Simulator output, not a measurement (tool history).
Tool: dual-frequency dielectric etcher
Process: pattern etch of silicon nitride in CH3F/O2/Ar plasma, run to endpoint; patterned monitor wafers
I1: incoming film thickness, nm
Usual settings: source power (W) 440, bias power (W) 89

{"run": 1, "hour": 0.0, "source power (W)": 440, "bias power (W)": 89, "I1": 35.84, "endpoint time (s)": 43.2}
{"hour": 47.0, "done": "wet clean of the chamber"}
{"run": 2, "hour": 47.5, "source power (W)": 410, "bias power (W)": 89, "I1": 35.93, "endpoint time (s)": 47.4}
{"run": 3, "hour": 136.3, "source power (W)": 410, "bias power (W)": 89, "I1": 36.57, "endpoint time (s)": 47.8}
{"run": 4, "hour": 196.0, "source power (W)": 440, "bias power (W)": 89, "I1": 36.36, "endpoint time (s)": 45.6}
{"run": 5, "hour": 269.9, "source power (W)": 440, "bias power (W)": 89, "I1": 36.69, "endpoint time (s)": 45.6}
{"run": 6, "hour": 331.8, "source power (W)": 400, "bias power (W)": 89, "I1": 36.44, "endpoint time (s)": 47.8}
{"run": 7, "hour": 383.3, "source power (W)": 400, "bias power (W)": 97, "I1": 36.12, "endpoint time (s)": 45.4}
{"hour": 497.3, "done": "upper electrode replaced"}
{"run": 8, "hour": 497.8, "source power (W)": 490, "bias power (W)": 105, "I1": 36.33, "endpoint time (s)": 40.2}
{"run": 9, "hour": 552.3, "source power (W)": 390, "bias power (W)": 108, "I1": 36.19, "endpoint time (s)": 44}
{"hour": 587.1, "done": "wet clean of the chamber"}
{"run": 10, "hour": 653.0, "source power (W)": 440, "bias power (W)": 89, "I1": 36.58, "endpoint time (s)": 46.1}
{"hour": 675.9, "done": "source power generator calibrated"}
{"run": 11, "hour": 749.8, "source power (W)": 440, "bias power (W)": 89, "I1": 36.15, "endpoint time (s)": 44.6}
{"run": 12, "hour": 830.7, "source power (W)": 440, "bias power (W)": 101, "I1": 36.48, "endpoint time (s)": 42.9}
{"run": 13, "hour": 921.5, "source power (W)": 510, "bias power (W)": 71, "I1": 36.47, "endpoint time (s)": 45.3}
{"hour": 934.0, "done": "bias power generator calibrated"}
{"run": 14, "hour": 1000.4, "source power (W)": 370, "bias power (W)": 89, "I1": 36.27, "endpoint time (s)": 49}
{"run": 15, "hour": 1088.1, "source power (W)": 370, "bias power (W)": 99, "I1": 36.72, "endpoint time (s)": 47.5}
{"run": 16, "hour": 1175.0, "source power (W)": 390, "bias power (W)": 105, "I1": 35.85, "endpoint time (s)": 43.7}
{"hour": 1221.7, "done": "wet clean of the chamber"}
{"run": 17, "hour": 1270.3, "source power (W)": 350, "bias power (W)": 68, "I1": 36.44, "endpoint time (s)": 57.1}

What the log doesn't show, run by run:
source power that arrives over what is set, %: 0 in every run
bias power that arrives over what is set, %: 0 in every run
H1: etch rate over this chamber's usual, %
run=1 H1=4
run=2 H1=-0.578
run=3 H1=0.0251
run=4 H1=0.431
run=5 H1=0.933
run=6 H1=1.35
run=7 H1=1.7
run=8 H1=2.48
run=9 H1=2.85
run=10 H1=0.364
run=11 H1=1.02
run=12 H1=1.57
run=13 H1=2.19
run=14 H1=2.72
run=15 H1=3.32
run=16 H1=3.91
run=17 H1=0.625

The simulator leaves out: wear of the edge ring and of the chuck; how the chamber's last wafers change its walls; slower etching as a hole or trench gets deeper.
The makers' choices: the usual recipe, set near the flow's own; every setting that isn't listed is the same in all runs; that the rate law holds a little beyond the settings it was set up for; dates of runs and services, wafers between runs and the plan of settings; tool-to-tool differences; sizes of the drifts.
